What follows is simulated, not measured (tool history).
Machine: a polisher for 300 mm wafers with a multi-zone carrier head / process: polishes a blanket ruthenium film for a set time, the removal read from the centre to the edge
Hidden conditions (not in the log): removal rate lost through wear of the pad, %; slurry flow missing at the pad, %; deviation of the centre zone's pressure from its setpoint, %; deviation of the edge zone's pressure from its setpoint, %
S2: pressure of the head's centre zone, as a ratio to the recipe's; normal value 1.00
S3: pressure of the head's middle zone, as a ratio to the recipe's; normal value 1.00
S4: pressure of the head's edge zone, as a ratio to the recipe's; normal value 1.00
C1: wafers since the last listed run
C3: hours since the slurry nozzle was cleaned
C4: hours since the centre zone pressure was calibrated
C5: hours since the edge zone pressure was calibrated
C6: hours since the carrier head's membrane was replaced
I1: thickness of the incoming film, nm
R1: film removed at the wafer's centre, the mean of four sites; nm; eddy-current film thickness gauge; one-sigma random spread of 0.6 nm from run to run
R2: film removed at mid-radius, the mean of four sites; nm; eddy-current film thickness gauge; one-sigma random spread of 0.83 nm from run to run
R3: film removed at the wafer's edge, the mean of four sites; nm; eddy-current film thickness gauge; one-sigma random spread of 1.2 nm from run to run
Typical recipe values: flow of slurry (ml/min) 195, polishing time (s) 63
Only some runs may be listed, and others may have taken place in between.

run 1 day=0.000 | flow_of_slurry_(ml/min)=255 S2=1.00 S3=1.00 S4=1.00 polishing_time_(s)=78 | C1=0 wafers_polished_on_this_pad=5318 C3=360.3 C4=693.6 C5=212.1 C6=897.4 | I1=325.9 | R1=125.1 R2=124.9 R3=124.2
-- day=2.083 worn pad replaced by a new one
run 2 day=2.950 | flow_of_slurry_(ml/min)=195 S2=1.00 S3=1.00 S4=1.00 polishing_time_(s)=63 | C1=873 wafers_polished_on_this_pad=271 C3=431.1 C4=764.4 C5=282.9 C6=968.2 | I1=319.7 | R1=97.5 R2=98.9 R3=99.4
-- day=3.517 slurry nozzle cleaned
run 3 day=5.633 | flow_of_slurry_(ml/min)=145 S2=0.89 S3=1.00 S4=1.00 polishing_time_(s)=63 | C1=828 wafers_polished_on_this_pad=1100 C3=50.8 C4=828.8 C5=347.3 C6=1032.6 | I1=319.7 | R1=82.2 R2=94.5 R3=94.8
run 4 day=7.379 | flow_of_slurry_(ml/min)=255 S2=1.00 S3=0.92 S4=1.09 polishing_time_(s)=47 | C1=547 wafers_polished_on_this_pad=1648 C3=92.7 C4=870.7 C5=389.2 C6=1074.5 | I1=325.3 | R1=74.9 R2=70.4 R3=78.0
run 5 day=9.025 | flow_of_slurry_(ml/min)=215 S2=1.00 S3=0.94 S4=0.92 polishing_time_(s)=63 | C1=516 wafers_polished_on_this_pad=2164 C3=132.2 C4=910.2 C5=428.7 C6=1114.0 | I1=317.0 | R1=98.9 R2=96.1 R3=96.1
run 6 day=11.738 | flow_of_slurry_(ml/min)=195 S2=1.00 S3=0.91 S4=0.89 polishing_time_(s)=77 | C1=851 wafers_polished_on_this_pad=3015 C3=197.3 C4=975.3 C5=493.8 C6=1179.1 | I1=324.4 | R1=118.3 R2=112.3 R3=116.7
run 7 day=14.142 | flow_of_slurry_(ml/min)=165 S2=1.07 S3=0.93 S4=1.06 polishing_time_(s)=63 | C1=754 wafers_polished_on_this_pad=3769 C3=255.0 C4=1033.0 C5=551.5 C6=1236.8 | I1=322.5 | R1=102.0 R2=90.9 R3=99.2
-- day=14.608 carrier head's membrane replaced by a new one
run 8 day=17.029 | flow_of_slurry_(ml/min)=195 S2=1.00 S3=1.00 S4=1.00 polishing_time_(s)=63 | C1=840 wafers_polished_on_this_pad=4610 C3=324.3 C4=1102.3 C5=620.8 C6=58.1 | I1=322.0 | R1=96.2 R2=98.5 R3=99.8
run 9 day=19.079 | flow_of_slurry_(ml/min)=255 S2=0.91 S3=0.92 S4=1.00 polishing_time_(s)=63 | C1=643 wafers_polished_on_this_pad=5253 C3=373.5 C4=1151.5 C5=670.0 C6=107.3 | I1=319.8 | R1=92.2 R2=94.5 R3=99.3
run 10 day=20.938 | flow_of_slurry_(ml/min)=135 S2=1.00 S3=1.00 S4=1.00 polishing_time_(s)=63 | C1=583 wafers_polished_on_this_pad=5836 C3=418.1 C4=1196.1 C5=714.6 C6=151.9 | I1=313.7 | R1=90.9 R2=92.5 R3=94.9
-- day=21.608 slurry nozzle cleaned
-- day=22.104 worn pad replaced by a new one
-- day=22.608 centre zone pressure recalibrated
run 11 day=23.900 | flow_of_slurry_(ml/min)=135 S2=1.00 S3=1.00 S4=0.96 polishing_time_(s)=63 | C1=837 wafers_polished_on_this_pad=537 C3=55.0 C4=31.0 C5=785.7 C6=223.0 | I1=318.8 | R1=92.0 R2=93.0 R3=93.0
run 12 day=26.888 | flow_of_slurry_(ml/min)=195 S2=1.00 S3=1.00 S4=1.00 polishing_time_(s)=63 | C1=937 wafers_polished_on_this_pad=1475 C3=126.7 C4=102.7 C5=857.4 C6=294.7 | I1=321.5 | R1=98.5 R2=99.8 R3=100.0
-- day=28.954 edge zone pressure recalibrated
run 13 day=29.800 | flow_of_slurry_(ml/min)=195 S2=1.10 S3=1.00 S4=1.00 polishing_time_(s)=63 | C1=887 wafers_polished_on_this_pad=2362 C3=196.6 C4=172.6 C5=20.3 C6=364.6 | I1=319.2 | R1=107.8 R2=99.7 R3=96.8
run 14 day=32.096 | flow_of_slurry_(ml/min)=165 S2=1.08 S3=1.00 S4=1.08 polishing_time_(s)=45 | C1=720 wafers_polished_on_this_pad=3083 C3=251.7 C4=227.7 C5=75.4 C6=419.7 | I1=320.3 | R1=74.1 R2=69.7 R3=71.9
run 15 day=33.988 | flow_of_slurry_(ml/min)=195 S2=1.04 S3=1.00 S4=1.06 polishing_time_(s)=63 | C1=593 wafers_polished_on_this_pad=3676 C3=297.1 C4=273.1 C5=120.8 C6=465.1 | I1=324.1 | R1=103.4 R2=98.8 R3=102.3
run 16 day=36.029 | flow_of_slurry_(ml/min)=195 S2=1.00 S3=0.93 S4=0.89 polishing_time_(s)=63 | C1=640 wafers_polished_on_this_pad=4317 C3=346.1 C4=322.1 C5=169.8 C6=514.1 | I1=319.7 | R1=98.6 R2=93.9 R3=91.8
run 17 day=38.054 | flow_of_slurry_(ml/min)=195 S2=1.00 S3=0.95 S4=1.09 polishing_time_(s)=76 | C1=635 wafers_polished_on_this_pad=4952 C3=394.7 C4=370.7 C5=218.4 C6=562.7 | I1=322.6 | R1=119.0 R2=116.6 R3=121.3

Run 18, settings as shown, results not yet in. Your forecast:
run 18 day=39.967 | flow_of_slurry_(ml/min)=195 S2=1.00 S3=0.91 S4=0.89 polishing_time_(s)=63 | C1=600 wafers_polished_on_this_pad=5552 C3=440.6 C4=416.6 C5=264.3 C6=608.6 | I1=324.3 | R1=? R2=? R3=?

R1: 98.4 nm
R2: 92.6 nm
R3: 96.9 nm
If the tool had no hidden condition, the same run with the same run-to-run variation would have returned R1 98.7 nm, R2 92.6 nm, R3 96.9 nm.

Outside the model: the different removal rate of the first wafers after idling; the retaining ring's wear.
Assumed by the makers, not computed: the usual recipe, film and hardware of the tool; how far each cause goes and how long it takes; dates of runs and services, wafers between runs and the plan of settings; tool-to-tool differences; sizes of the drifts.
